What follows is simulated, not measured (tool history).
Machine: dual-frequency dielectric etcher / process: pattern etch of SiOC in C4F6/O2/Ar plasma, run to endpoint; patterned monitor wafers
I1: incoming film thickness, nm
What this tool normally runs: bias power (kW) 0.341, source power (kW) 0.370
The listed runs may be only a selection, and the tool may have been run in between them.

Run 1, day 0.000: usual settings; I1 36.00. Result: endpoint time (s) 15.4.
Run 2, day 0.975: usual settings; I1 35.43. Result: endpoint time (s) 15.1.
Run 3, day 1.725: usual settings but bias power (kW) 0.361; I1 36.04. Result: endpoint time (s) 14.9.
Run 4, day 3.179: usual settings but bias power (kW) 0.361; I1 35.48. Result: endpoint time (s) 14.9.
Run 5, day 3.888: usual settings but bias power (kW) 0.364, source power (kW) 0.400; I1 35.76. Result: endpoint time (s) 14.4.
Run 6, day 5.067: usual settings but bias power (kW) 0.364, source power (kW) 0.400; I1 35.26. Result: endpoint time (s) 14.1.
Run 7, day 6.342: usual settings but bias power (kW) 0.323; I1 35.65. Result: endpoint time (s) 15.1.
At day 7.538: wet clean of the chamber.
At day 7.638: upper electrode replaced.
Run 8, day 7.658: usual settings but bias power (kW) 0.322; I1 35.33. Result: endpoint time (s) 15.3.
At day 8.954: source power generator calibrated.
Run 9, day 9.475: usual settings but bias power (kW) 0.312; I1 35.48. Result: endpoint time (s) 15.4.
Run 10, day 10.462: usual settings; I1 35.68. Result: endpoint time (s) 15.1.
Run 11, day 11.467: usual settings; I1 35.57. Result: endpoint time (s) 14.9.
Run 12, day 12.346: usual settings but bias power (kW) 0.269, source power (kW) 0.330; I1 35.43. Result: endpoint time (s) 16.9.
Run 13, day 12.867: usual settings but source power (kW) 0.300; I1 35.66. Result: endpoint time (s) 16.7.
At day 14.879: bias power generator calibrated.
Run 14, day 14.929: usual settings but bias power (kW) 0.384, source power (kW) 0.400; I1 35.58. Result: endpoint time (s) 14.2.
Run 15, day 16.275: usual settings but bias power (kW) 0.414, source power (kW) 0.340; I1 36.06. Result: endpoint time (s) 15.2.
Run 16, day 17.400: usual settings but bias power (kW) 0.273; I1 36.03. Result: endpoint time (s) 15.9.
Run 17, day 18.225: usual settings but bias power (kW) 0.395, source power (kW) 0.430; I1 35.47. Result: endpoint time (s) 13.5.
Run 18, day 19.046: usual settings but bias power (kW) 0.268; I1 35.71. Result: endpoint time (s) 16.2.

Exercise: give the hidden state of the tool at every run:
etch rate over this chamber's usual, %: 0 in every run
bias power that arrives over what is set, %: 0 in every run
source power that arrives over what is set, %: 0 in every run
